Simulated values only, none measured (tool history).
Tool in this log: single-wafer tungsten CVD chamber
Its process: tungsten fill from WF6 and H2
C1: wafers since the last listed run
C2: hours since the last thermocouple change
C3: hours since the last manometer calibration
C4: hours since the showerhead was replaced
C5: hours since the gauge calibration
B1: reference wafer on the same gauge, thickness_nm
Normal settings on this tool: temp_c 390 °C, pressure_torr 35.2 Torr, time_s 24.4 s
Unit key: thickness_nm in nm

run 1 hour=0 | temp_c=390 pressure_torr=35.2 time_s=24.4 | C1=0 C2=2718.3 C3=1127.6 C4=5963.3 C5=369.6 | B1=71.283 | thickness_nm=59.926
run 2 hour=35 | temp_c=390 pressure_torr=35.2 time_s=24.4 | C1=900 C2=2753.3 C3=1162.6 C4=5998.3 C5=404.6 | B1=71.19 | thickness_nm=60.226
run 3 hour=54.3 | temp_c=390 pressure_torr=35.2 time_s=24.4 | C1=496 C2=2772.6 C3=1181.9 C4=6017.6 C5=423.9 | B1=71.133 | thickness_nm=59.699
run 4 hour=80.7 | temp_c=390 pressure_torr=35.2 time_s=24.4 | C1=679 C2=2799 C3=1208.3 C4=6044 C5=450.3 | B1=71.007 | thickness_nm=59.624
run 5 hour=102.5 | temp_c=390 pressure_torr=35.2 time_s=24.4 | C1=560 C2=2820.8 C3=1230.1 C4=6065.8 C5=472.1 | B1=70.858 | thickness_nm=59.644
run 6 hour=115.8 | temp_c=390 pressure_torr=35.2 time_s=24.4 | C1=342 C2=2834.1 C3=1243.4 C4=6079.1 C5=485.4 | B1=70.79 | thickness_nm=59.418
run 7 hour=143.1 | temp_c=390 pressure_torr=35.2 time_s=24.4 | C1=702 C2=2861.4 C3=1270.7 C4=6106.4 C5=512.7 | B1=70.897 | thickness_nm=59.099
run 8 hour=181.8 | temp_c=390 pressure_torr=35.2 time_s=24.4 | C1=995 C2=2900.1 C3=1309.4 C4=6145.1 C5=551.4 | B1=70.805 | thickness_nm=59.42
run 9 hour=214.7 | temp_c=390 pressure_torr=35.2 time_s=24.4 | C1=846 C2=2933 C3=1342.3 C4=6178 C5=584.3 | B1=70.538 | thickness_nm=59.348
-- hour=229.3 thermocouple changed; heater temperature recalibrated
run 10 hour=248.4 | temp_c=390 pressure_torr=35.2 time_s=24.4 | C1=661 C2=19.1 C3=1376 C4=6211.7 C5=618 | B1=70.492 | thickness_nm=59.196
run 11 hour=261.2 | temp_c=390 pressure_torr=35.2 time_s=24.4 | C1=329 C2=31.9 C3=1388.8 C4=6224.5 C5=630.8 | B1=70.542 | thickness_nm=59.112
run 12 hour=279.1 | temp_c=390 pressure_torr=35.2 time_s=24.4 | C1=460 C2=49.8 C3=1406.7 C4=6242.4 C5=648.7 | B1=70.391 | thickness_nm=59.38
-- hour=290.5 gauge calibrated
run 13 hour=302.5 | temp_c=381 pressure_torr=42.8 time_s=25.9 | C1=602 C2=73.2 C3=1430.1 C4=6265.8 C5=12 | B1=72.003 | thickness_nm=58.036
run 14 hour=330.5 | temp_c=390 pressure_torr=27.1 time_s=26 | C1=720 C2=101.2 C3=1458.1 C4=6293.8 C5=40 | B1=71.925 | thickness_nm=55.975
run 15 hour=351.7 | temp_c=382 pressure_torr=28.7 time_s=27.6 | C1=545 C2=122.4 C3=1479.3 C4=6315 C5=61.2 | B1=71.815 | thickness_nm=50.971
run 16 hour=381 | temp_c=390 pressure_torr=40.6 time_s=24.4 | C1=753 C2=151.7 C3=1508.6 C4=6344.3 C5=90.5 | B1=71.693 | thickness_nm=64.883
run 17 hour=409 | temp_c=390 pressure_torr=41.7 time_s=27.1 | C1=720 C2=179.7 C3=1536.6 C4=6372.3 C5=118.5 | B1=71.686 | thickness_nm=72.612
-- hour=421.4 showerhead replaced
-- hour=427.9 capacitance manometer re-zeroed and calibrated
run 18 hour=428.4 | temp_c=397 pressure_torr=41.6 time_s=26 | C1=127 C2=199.1 C3=0.5 C4=7 C5=137.9 | B1=71.64 | thickness_nm=81.449
run 19 hour=454.3 | temp_c=390 pressure_torr=35.2 time_s=24.4 | C1=666 C2=225 C3=26.4 C4=32.9 C5=163.8 | B1=71.584 | thickness_nm=60.428
run 20 hour=486 | temp_c=390 pressure_torr=35.2 time_s=24.4 | C1=815 C2=256.7 C3=58.1 C4=64.6 C5=195.5 | B1=71.451 | thickness_nm=59.781
run 21 hour=529.4 | temp_c=400 pressure_torr=37.5 time_s=22 | C1=1116 C2=300.1 C3=101.5 C4=108 C5=238.9 | B1=71.345 | thickness_nm=68.978
run 22 hour=556.7 | temp_c=401 pressure_torr=35.2 time_s=24.4 | C1=702 C2=327.4 C3=128.8 C4=135.3 C5=266.2 | B1=71.097 | thickness_nm=75.52

Run 23 is up next; what results do you expect?
run 23 hour=573.3 | temp_c=376 pressure_torr=35.2 time_s=22.7 | C1=427 C2=344 C3=145.4 C4=151.9 C5=282.8 | B1=? | thickness_nm=?

B1: 71.122
thickness_nm: 40.493 nm
On a tool with no hidden condition, and with the same random variation, this run would have come out at thickness_nm 41.052 nm.

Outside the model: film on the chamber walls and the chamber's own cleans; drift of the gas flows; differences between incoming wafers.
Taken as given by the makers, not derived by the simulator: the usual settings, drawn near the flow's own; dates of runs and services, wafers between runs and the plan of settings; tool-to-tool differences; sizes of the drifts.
